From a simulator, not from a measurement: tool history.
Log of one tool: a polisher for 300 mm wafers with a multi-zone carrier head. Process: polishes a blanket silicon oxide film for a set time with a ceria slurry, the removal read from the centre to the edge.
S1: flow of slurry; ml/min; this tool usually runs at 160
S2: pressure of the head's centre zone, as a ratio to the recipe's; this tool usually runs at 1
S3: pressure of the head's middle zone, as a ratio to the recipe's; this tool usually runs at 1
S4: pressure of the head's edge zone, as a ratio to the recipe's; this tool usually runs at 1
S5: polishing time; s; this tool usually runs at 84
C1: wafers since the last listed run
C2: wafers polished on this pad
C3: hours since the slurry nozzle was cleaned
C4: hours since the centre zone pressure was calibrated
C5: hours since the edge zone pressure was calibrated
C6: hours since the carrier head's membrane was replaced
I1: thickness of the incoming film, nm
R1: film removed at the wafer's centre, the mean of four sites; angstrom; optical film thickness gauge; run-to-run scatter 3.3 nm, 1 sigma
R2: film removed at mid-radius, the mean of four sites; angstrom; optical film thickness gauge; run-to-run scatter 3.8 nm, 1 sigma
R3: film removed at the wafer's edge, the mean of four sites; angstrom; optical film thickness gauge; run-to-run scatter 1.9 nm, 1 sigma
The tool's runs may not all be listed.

run     day   S1    S2    S3    S4   S5   C1    C2     C3     C4     C5      C6      I1    R1    R2    R3
  1       0  160  0.92   1.1  0.94   84    0   457  515.6   13.1   77.8   982.8  1482.5  2203  2682  2331
      0.125  -- slurry nozzle cleaned
  2   0.325  190     1  1.08  0.94   84   66   524    4.8   20.9   85.6   990.6  1516.3  2525  2868  2481
  3   0.958  160     1     1     1   84  149   674     20   36.1  100.8  1005.8  1520.1  2451  2574  2505
  4   1.558  115  0.97     1     1   84  141   816   34.4   50.5  115.2  1020.2  1514.6  2197  2371  2339
  5   2.204  195  1.04  0.96     1   84  152   968   49.9     66  130.7  1035.7    1519  2572  2630  2562
      2.821  -- carrier head's membrane replaced by a new one
  6   2.842  160  0.95     1     1   84  101  1070   65.2   81.3    146     0.5  1472.9  2400  2645  2498
      3.125  -- worn pad replaced by a new one
  7   3.396  160     1     1  1.06   69   91    64   78.5   94.6  159.3    13.8  1489.2  1998  2211  2095
  8   3.821  120     1     1  1.11   72  100   164   88.7  104.8  169.5      24  1514.3  1951  2093  2131
  9   4.275  160     1     1     1   84  107   272   99.6  115.7  180.4    34.9  1472.6  2433  2617  2471
 10   4.738  160  1.11  0.91  1.07   84  109   381  110.7  126.8  191.5      46  1502.1  2603  2387  2553
 11   5.438  160  0.94  0.91   1.1  109  165   546  127.5  143.6  208.3    62.8  1483.6  3039  3119  3326
 12   5.712  160     1     1     1   84   64   611  134.1  150.2  214.9    69.4  1500.1  2424  2571  2482
 13   6.292  110  1.07     1   0.9   55  136   748    148  164.1  228.8    83.3  1503.1  1498  1519  1433
 14   6.662  160     1  0.94     1  102   87   835  156.9    173  237.7    92.2  1472.2  2943  3009  2993
 15   7.275  160     1  1.05  0.94  103  144   980  171.6  187.7  252.4   106.9  1466.8  2990  3292  2905
 16   7.625  160     1     1  0.96   84   82  1063    180  196.1  260.8   115.3  1480.2  2443  2668  2418
      8.117  -- worn pad replaced by a new one
 17   8.138  200     1     1  1.05   84   81     4  192.3  208.4  273.1   127.6  1471.7  2557  2667  2573
 18   8.458  160     1  0.93     1  109   75    80    200  216.1  280.8   135.3  1510.3  3158  3102  3190
      8.942  -- edge zone pressure recalibrated
 19   9.167  160     1     1     1   84  147   228    217  233.1    5.4   152.3  1499.8  2415  2622  2435
 20   9.833  160     1     1     1   84  157   385    233  249.1   21.4   168.3  1503.6  2379  2545  2454
 21  10.562  160     1  1.07     1   84  172   557  250.5  266.6   38.9   185.8  1481.8  2418  2678  2467
 22  10.938  160     1     1  1.11  101   88   646  259.5  275.6   47.9   194.8  1501.8  2891  3036  3091

4 options for the next run, each taken on its own from the tool as it stands now. Forecast them:
  A  10.958  205   1     1     1  84   4  651  260  276.1  48.4  195.3  1487.2   ?   ?   ?
  B  10.958  115   1     1     1  72   4  651  260  276.1  48.4  195.3  1487.2   ?   ?   ?
  C  10.958  195   1  0.89  1.05  55   4  651  260  276.1  48.4  195.3  1487.2   ?   ?   ?
  D  10.958  190   1  0.96     1  84   4  651  260  276.1  48.4  195.3  1487.2   ?   ?   ?

run    R1    R2    R3
  A  2535  2688  2523
  B  1856  2008  1962
  C  1642  1583  1684
  D  2496  2563  2500
Had the tool no hidden state, the same runs would have come out as:
run    R1    R2    R3
  A  2589  2739  2558
  B  1932  2078  2009
  C  1679  1614  1708
  D  2554  2616  2537
